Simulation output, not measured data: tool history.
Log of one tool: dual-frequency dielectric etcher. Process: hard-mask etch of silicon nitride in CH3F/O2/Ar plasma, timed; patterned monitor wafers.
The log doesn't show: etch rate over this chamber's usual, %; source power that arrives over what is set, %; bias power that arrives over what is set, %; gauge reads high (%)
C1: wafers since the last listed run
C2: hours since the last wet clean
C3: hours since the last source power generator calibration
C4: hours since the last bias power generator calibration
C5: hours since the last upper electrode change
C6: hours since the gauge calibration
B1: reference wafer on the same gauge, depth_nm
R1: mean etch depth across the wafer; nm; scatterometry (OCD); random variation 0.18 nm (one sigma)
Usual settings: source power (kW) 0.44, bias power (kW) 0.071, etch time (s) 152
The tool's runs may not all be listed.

{"run": 1, "day": 0.0, "source power (kW)": 0.44, "bias power (kW)": 0.071, "etch time (s)": 152, "C1": 0, "C2": 540.6, "C3": 1333.5, "C4": 3972, "C5": 4086.2, "C6": 200.8, "B1": 99, "R1": 107.8}
{"day": 0.296, "done": "wet clean of the chamber"}
{"run": 2, "day": 2.204, "source power (kW)": 0.44, "bias power (kW)": 0.071, "etch time (s)": 152, "C1": 312, "C2": 45.8, "C3": 1386.4, "C4": 4024.9, "C5": 4139.1, "C6": 253.7, "B1": 99, "R1": 106.3}
{"run": 3, "day": 6.35, "source power (kW)": 0.44, "bias power (kW)": 0.083, "etch time (s)": 152, "C1": 677, "C2": 145.3, "C3": 1485.9, "C4": 4124.4, "C5": 4238.6, "C6": 353.2, "B1": 99, "R1": 111.6}
{"run": 4, "day": 9.817, "source power (kW)": 0.44, "bias power (kW)": 0.071, "etch time (s)": 115.5, "C1": 566, "C2": 228.5, "C3": 1569.1, "C4": 4207.6, "C5": 4321.8, "C6": 436.4, "B1": 99, "R1": 81.1}
{"run": 5, "day": 13.112, "source power (kW)": 0.44, "bias power (kW)": 0.071, "etch time (s)": 115.5, "C1": 538, "C2": 307.6, "C3": 1648.2, "C4": 4286.7, "C5": 4400.9, "C6": 515.5, "B1": 99, "R1": 81.5}
{"run": 6, "day": 14.7, "source power (kW)": 0.44, "bias power (kW)": 0.06, "etch time (s)": 174.5, "C1": 259, "C2": 345.7, "C3": 1686.3, "C4": 4324.8, "C5": 4439, "C6": 553.6, "B1": 99, "R1": 117.4}
{"run": 7, "day": 18.596, "source power (kW)": 0.44, "bias power (kW)": 0.06, "etch time (s)": 174.5, "C1": 636, "C2": 439.2, "C3": 1779.8, "C4": 4418.3, "C5": 4532.5, "C6": 647.1, "B1": 99, "R1": 118.1}
{"run": 8, "day": 22.546, "source power (kW)": 0.5, "bias power (kW)": 0.08, "etch time (s)": 119, "C1": 645, "C2": 534, "C3": 1874.6, "C4": 4513.1, "C5": 4627.3, "C6": 741.9, "B1": 99, "R1": 90.2}
{"day": 25.679, "done": "wet clean of the chamber"}
{"run": 9, "day": 25.696, "source power (kW)": 0.49, "bias power (kW)": 0.078, "etch time (s)": 119.5, "C1": 351, "C2": 0.4, "C3": 1950.2, "C4": 4588.7, "C5": 4702.9, "C6": 817.5, "B1": 99, "R1": 87.7}
{"day": 26.679, "done": "gauge calibrated"}
{"run": 10, "day": 27.512, "source power (kW)": 0.44, "bias power (kW)": 0.071, "etch time (s)": 152, "C1": 296, "C2": 44, "C3": 1993.8, "C4": 4632.3, "C5": 4746.5, "C6": 20, "B1": 99, "R1": 105.5}
{"day": 30.362, "done": "bias power generator calibrated"}
{"day": 35.321, "done": "upper electrode replaced"}
{"day": 38.438, "done": "source power generator calibrated"}
{"run": 11, "day": 38.458, "source power (kW)": 0.38, "bias power (kW)": 0.071, "etch time (s)": 112, "C1": 1571, "C2": 306.7, "C3": 0.5, "C4": 194.3, "C5": 75.3, "C6": 282.7, "B1": 99, "R1": 75.8}
{"run": 12, "day": 40.583, "source power (kW)": 0.44, "bias power (kW)": 0.071, "etch time (s)": 152, "C1": 347, "C2": 357.7, "C3": 51.5, "C4": 245.3, "C5": 126.3, "C6": 333.7, "B1": 99, "R1": 107.2}
{"run": 13, "day": 45.054, "source power (kW)": 0.52, "bias power (kW)": 0.062, "etch time (s)": 178.5, "C1": 730, "C2": 465, "C3": 158.8, "C4": 352.6, "C5": 233.6, "C6": 441, "B1": 99, "R1": 127.4}
{"run": 14, "day": 49.158, "source power (kW)": 0.36, "bias power (kW)": 0.084, "etch time (s)": 121.5, "C1": 670, "C2": 563.5, "C3": 257.3, "C4": 451.1, "C5": 332.1, "C6": 539.5, "B1": 99, "R1": 85.8}
{"day": 51.083, "done": "wet clean of the chamber"}
{"run": 15, "day": 52.683, "source power (kW)": 0.44, "bias power (kW)": 0.071, "etch time (s)": 152, "C1": 412, "C2": 38.4, "C3": 341.9, "C4": 535.7, "C5": 416.7, "C6": 624.1, "B1": 99, "R1": 106.2}

5 ways to go on from here, each from the tool as it stands after run 15. What would each give?
{"run": "A", "day": 52.704, "source power (kW)": 0.44, "bias power (kW)": 0.071, "etch time (s)": 152, "C1": 3, "C2": 38.9, "C3": 342.4, "C4": 536.2, "C5": 417.2, "C6": 624.6, "B1": "?", "R1": "?"}
{"run": "B", "day": 52.704, "source power (kW)": 0.44, "bias power (kW)": 0.083, "etch time (s)": 182.5, "C1": 3, "C2": 38.9, "C3": 342.4, "C4": 536.2, "C5": 417.2, "C6": 624.6, "B1": "?", "R1": "?"}
{"run": "C", "day": 52.704, "source power (kW)": 0.37, "bias power (kW)": 0.057, "etch time (s)": 137, "C1": 3, "C2": 38.9, "C3": 342.4, "C4": 536.2, "C5": 417.2, "C6": 624.6, "B1": "?", "R1": "?"}
{"run": "D", "day": 52.704, "source power (kW)": 0.4, "bias power (kW)": 0.071, "etch time (s)": 152, "C1": 3, "C2": 38.9, "C3": 342.4, "C4": 536.2, "C5": 417.2, "C6": 624.6, "B1": "?", "R1": "?"}
{"run": "E", "day": 52.704, "source power (kW)": 0.44, "bias power (kW)": 0.076, "etch time (s)": 187, "C1": 3, "C2": 38.9, "C3": 342.4, "C4": 536.2, "C5": 417.2, "C6": 624.6, "B1": "?", "R1": "?"}

run=A B1=99 R1=106.4
run=B B1=99 R1=133.5
run=C B1=99 R1=86.3
run=D B1=99 R1=103.6
run=E B1=99 R1=133.4
Without the tool's hidden state the same runs would have given:
run=A R1=106.5
run=B R1=133.7
run=C R1=86.4
run=D R1=103.8
run=E R1=133.6
